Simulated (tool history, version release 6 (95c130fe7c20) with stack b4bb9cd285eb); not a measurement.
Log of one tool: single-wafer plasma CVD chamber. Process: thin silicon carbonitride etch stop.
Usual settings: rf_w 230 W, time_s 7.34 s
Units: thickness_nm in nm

run	hour	rf_w	time_s	read-back reference wafer on the same gauge, thickness_nm	thickness_nm
1	0	230	7.34	3.561	4.071
2	51.3	230	7.34	3.561	4.06
3	80.6	230	7.34	3.56	4.066
4	152.2	255	6.48	3.56	3.762
5	215.8	230	7.34	3.558	4.043
6	285.4	230	7.34	3.559	4.044
7	317.7	230	7.34	3.561	4.033
8	361.6	190	6.93	3.561	3.431
# hour 381.8: gauge calibrated
9	387.1	265	7.84	3.562	4.614
# hour 419.3: showerhead replaced
# hour 509.6: thermocouple changed; heater temperature recalibrated
10	534.2	245	7.34	3.56	4.132
# hour 543.5: RF generator calibrated
11	583.7	230	7.34	3.559	4.199
12	611.3	215	5.97	3.561	3.298
13	677.5	230	7.34	3.561	4.19
14	810.7	190	7.34	3.562	3.769

Measured less the same run without the tool's hidden state. The same run-to-run variation is in both; the gauge's scatter may not be:
The hidden state here: wafer temperature above the value expected at the setpoint (K); delivered RF power above the setpoint (%); gauge reads high (%).
run	thickness_nm
1	-0.126
2	-0.131
3	-0.134
4	-0.132
5	-0.15
6	-0.158
7	-0.162
8	-0.143
9	-0.196
10	-0.197
11	-0.008
12	-0.006
13	-0.009
14	-0.009
